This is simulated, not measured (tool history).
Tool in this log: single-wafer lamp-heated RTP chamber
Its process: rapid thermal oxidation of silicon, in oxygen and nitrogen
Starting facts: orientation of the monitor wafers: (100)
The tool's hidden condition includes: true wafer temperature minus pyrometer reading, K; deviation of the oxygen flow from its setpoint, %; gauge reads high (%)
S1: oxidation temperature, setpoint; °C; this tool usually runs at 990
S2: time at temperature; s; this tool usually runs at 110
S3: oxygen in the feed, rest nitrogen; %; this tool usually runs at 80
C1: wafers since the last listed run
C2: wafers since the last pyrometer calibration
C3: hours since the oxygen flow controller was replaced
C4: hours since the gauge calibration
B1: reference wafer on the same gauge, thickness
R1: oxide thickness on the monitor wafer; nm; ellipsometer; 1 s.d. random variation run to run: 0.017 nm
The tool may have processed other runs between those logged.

Run 1, hour 0.0: usual settings; C1 0; C2 4197; C3 6131.9; C4 101.8; B1 7.268. Result: R1 7.422 nm.
Run 2, hour 6.9: usual settings; C1 50; C2 4247; C3 6138.8; C4 108.7; B1 7.271. Result: R1 7.396 nm.
Run 3, hour 21.5: usual settings but S1 977 °C, S2 151 s; C1 106; C2 4354; C3 6153.4; C4 123.3; B1 7.270. Result: R1 7.807 nm.
Run 4, hour 34.5: usual settings but S3 98 %; C1 94; C2 4449; C3 6166.4; C4 136.3; B1 7.264. Result: R1 8.007 nm.
Run 5, hour 55.8: usual settings but S3 98 %; C1 155; C2 4604; C3 6187.7; C4 157.6; B1 7.268. Result: R1 8.001 nm.
Run 6, hour 73.4: usual settings but S2 70 s; C1 128; C2 4733; C3 6205.3; C4 175.2; B1 7.271. Result: R1 6.119 nm.
Run 7, hour 82.9: usual settings but S2 70 s; C1 69; C2 4802; C3 6214.8; C4 184.7; B1 7.270. Result: R1 6.110 nm.
Run 8, hour 100.3: usual settings but S2 70 s; C1 126; C2 4929; C3 6232.2; C4 202.1; B1 7.273. Result: R1 6.117 nm.
At hour 102.7: gauge calibrated.
At hour 110.6: oxygen flow controller replaced.
Run 9, hour 112.8: usual settings but S1 961 °C, S2 70 s, S3 98 %; C1 32; C2 4962; C3 2.2; C4 10.1; B1 7.271. Result: R1 5.338 nm.
Run 10, hour 121.3: usual settings; C1 62; C2 5024; C3 10.7; C4 18.6; B1 7.270. Result: R1 7.520 nm.

Run 11 comes next. What will it give?
At hour 137.8: pyrometer window cleaned and pyrometer calibrated.
Run 11, hour 138.3: usual settings but S1 979 °C, S2 72 s, S3 91 %; C1 65; C2 3; C3 27.7; C4 35.6; B1 ?. Result: R1 ?.

{"run 11": {"B1": 7.268, "R1": 5.786}}
The same run, on a tool lacking any hidden state, would have yielded R1 5.777 nm.
